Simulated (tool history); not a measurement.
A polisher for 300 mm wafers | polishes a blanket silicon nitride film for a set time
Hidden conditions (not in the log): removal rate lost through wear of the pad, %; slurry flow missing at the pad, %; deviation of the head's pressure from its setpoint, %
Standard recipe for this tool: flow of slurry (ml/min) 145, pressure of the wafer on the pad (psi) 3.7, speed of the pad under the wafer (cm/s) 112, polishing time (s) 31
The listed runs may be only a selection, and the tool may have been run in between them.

run,hour,flow of slurry (ml/min),pressure of the wafer on the pad (psi),speed of the pad under the wafer (cm/s),polishing time (s),wafers since the last listed run,wafers polished on this pad,hours since the slurry nozzle was cleaned,hours since the head pressure was calibrated,"incoming thickness of the incoming film, nm",film removed (Å)
1,0.0,145,3.7,112,31,0,2825,277.7,232.7,831.3,542
2,43.3,145,3.7,112,31,610,3436,321.0,276.0,813.0,546
3,104.4,145,3.7,112,31,861,4297,382.1,337.1,818.3,543
4,140.7,145,3.7,112,31,511,4809,418.4,373.4,813.8,534
# hour 153.6: worn pad replaced by a new one
5,207.5,145,3.7,112,31,885,759,485.2,440.2,832.7,534
6,265.5,145,3.7,112,31,817,1576,543.2,498.2,819.4,520
7,309.6,145,3.7,112,31,621,2198,587.3,542.3,821.2,515
# hour 419.8: slurry nozzle cleaned
# hour 476.7: worn pad replaced by a new one
8,524.4,145,3.7,112,31,2957,673,104.6,757.1,830.7,567
# hour 600.6: head pressure recalibrated
9,713.5,145,3.7,112,31,2637,3310,293.7,112.9,837.9,552
10,739.2,145,3.7,112,31,362,3672,319.4,138.6,836.1,546
11,764.2,145,3.7,112,31,352,4025,344.4,163.6,833.6,542
12,819.7,145,3.7,112,31,782,4807,399.9,219.1,834.5,527
# hour 891.8: worn pad replaced by a new one, of another model than before
13,892.3,145,3.7,112,31,967,7,472.5,291.7,822.4,547
14,930.8,145,3.7,112,31,542,549,511.0,330.2,837.9,546
15,972.7,145,3.7,112,31,590,1140,552.9,372.1,840.3,550
16,1015.9,145,3.7,112,31,608,1749,596.1,415.3,833.6,539
# hour 1044.8: slurry nozzle cleaned
17,1064.5,145,4.3,142,31,670,2420,19.7,463.9,828.8,718
18,1118.8,105,4.2,112,31,765,3185,74.0,518.2,819.4,597
19,1143.1,145,4.8,112,31,342,3528,98.3,542.5,830.1,678
20,1184.9,145,3.7,112,31,589,4117,140.1,584.3,841.7,569
21,1210.2,175,4.4,112,31,356,4474,165.4,609.6,828.1,636
22,1264.8,145,4.8,88,31,769,5244,220.0,664.2,826.8,592

Run 23 is up next; what results do you expect?
# hour 1302.5: worn pad replaced by a new one
23,1322.4,145,3.7,112,36,755,281,277.6,721.8,816.7,?

{"run 23": {"film removed (Å)": 645}}
Without the tool's hidden state the same run would have given film removed (Å) 659.
